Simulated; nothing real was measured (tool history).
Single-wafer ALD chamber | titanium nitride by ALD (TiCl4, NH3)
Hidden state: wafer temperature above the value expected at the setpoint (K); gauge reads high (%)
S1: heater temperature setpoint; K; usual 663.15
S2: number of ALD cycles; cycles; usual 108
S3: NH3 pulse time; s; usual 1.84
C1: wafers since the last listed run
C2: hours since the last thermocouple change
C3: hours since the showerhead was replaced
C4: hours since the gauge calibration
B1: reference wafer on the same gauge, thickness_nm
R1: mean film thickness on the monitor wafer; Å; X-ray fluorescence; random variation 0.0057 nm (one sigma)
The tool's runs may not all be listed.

run	hour	S1	S2	S3	C1	C2	C3	C4	B1	R1
1	0.0	663.15	108	1.84	0	2288.5	7295.5	339.4	1.886	22.79
2	14.9	663.15	108	1.84	31	2303.4	7310.4	354.3	1.884	22.76
3	35.8	663.15	108	1.84	44	2324.3	7331.3	375.2	1.884	22.76
4	70.2	663.15	108	1.84	73	2358.7	7365.7	409.6	1.882	22.87
5	86.1	654.15	94	1.84	34	2374.6	7381.6	425.5	1.880	19.64
6	108.0	654.15	94	1.84	46	2396.5	7403.5	447.4	1.880	19.60
7	123.6	654.15	94	1.84	33	2412.1	7419.1	463.0	1.878	19.67
8	140.0	663.15	108	1.84	35	2428.5	7435.5	479.4	1.876	22.77
9	212.0	663.15	108	1.84	154	2500.5	7507.5	551.4	1.873	22.67
10	240.8	663.15	108	1.84	61	2529.3	7536.3	580.2	1.870	22.69
11	268.5	663.15	108	1.84	59	2557.0	7564.0	607.9	1.867	22.56
12	297.2	656.15	108	1.84	61	2585.7	7592.7	636.6	1.864	22.40
# hour 326.1: thermocouple changed; heater temperature recalibrated
13	326.6	663.15	93	1.84	45	0.5	7622.1	666.0	1.862	19.37
14	361.0	663.15	117	1.31	73	34.9	7656.5	700.4	1.858	23.87
15	383.7	663.15	108	1.49	48	57.6	7679.2	723.1	1.856	22.22
# hour 407.2: gauge calibrated
16	416.8	663.15	108	1.49	70	90.7	7712.3	9.6	1.887	22.60
17	446.5	663.15	108	1.42	63	120.4	7742.0	39.3	1.885	22.44
18	466.6	663.15	108	1.84	43	140.5	7762.1	59.4	1.886	22.87
19	492.6	654.15	94	1.84	55	166.5	7788.1	85.4	1.887	19.69
20	508.6	663.15	99	2.19	34	182.5	7804.1	101.4	1.886	21.10
21	522.6	663.15	89	1.84	29	196.5	7818.1	115.4	1.884	18.84
22	538.2	672.15	95	1.84	33	212.1	7833.7	131.0	1.886	20.32
23	555.4	656.15	117	1.52	36	229.3	7850.9	148.2	1.886	24.34
24	578.1	663.15	108	1.84	48	252.0	7873.6	170.9	1.884	22.76
25	596.7	673.15	98	1.84	39	270.6	7892.2	189.5	1.885	21.00
# hour 613.2: showerhead replaced
26	617.7	657.15	92	1.84	27	291.6	4.5	210.5	1.885	19.17
27	640.1	656.15	94	1.84	47	314.0	26.9	232.9	1.883	19.69
28	662.4	659.15	108	1.84	47	336.3	49.2	255.2	1.882	22.63
29	675.3	677.15	108	2.37	27	349.2	62.1	268.1	1.882	23.35
30	694.2	657.15	92	1.84	40	368.1	81.0	287.0	1.881	19.25
31	718.1	663.15	108	2.25	51	392.0	104.9	310.9	1.880	23.06
32	741.4	663.15	108	1.49	49	415.3	128.2	334.2	1.880	22.53
33	755.3	648.15	123	1.84	29	429.2	142.1	348.1	1.879	25.40
34	787.7	663.15	108	1.84	69	461.6	174.5	380.5	1.876	22.75
35	808.6	663.15	108	2.56	44	482.5	195.4	401.4	1.876	23.04
36	840.6	676.15	108	1.84	68	514.5	227.4	433.4	1.874	22.89
37	867.1	663.15	108	2.47	56	541.0	253.9	459.9	1.870	22.94

Some steps in R1 between neighbouring runs. How much of each would the tool show without its hidden state too (settings, what came in, random variation), and how much is left for the hidden state, with any gauge scatter that isn't in both results?
Run 8 -> 9: no setting changed, nothing entered. R1 -0.10 Å: hidden state -0.07, all else -0.03.
Run 13 -> 14: S2 93 -> 117, S3 1.84 -> 1.31. R1 +4.50 Å: hidden state -0.12, all else +4.62.
Run 15 -> 16: gauge calibrated. R1 +0.38 Å: hidden state +0.38, all else +0.00.
Run 22 -> 23: S1 672.15 -> 656.15, S2 95 -> 117, S3 1.84 -> 1.52. R1 +4.02 Å: hidden state -0.02, all else +4.04.
Run 29 -> 30: S1 677.15 -> 657.15, S2 108 -> 92, S3 2.37 -> 1.84. R1 -4.10 Å: hidden state +0.01, all else -4.11.
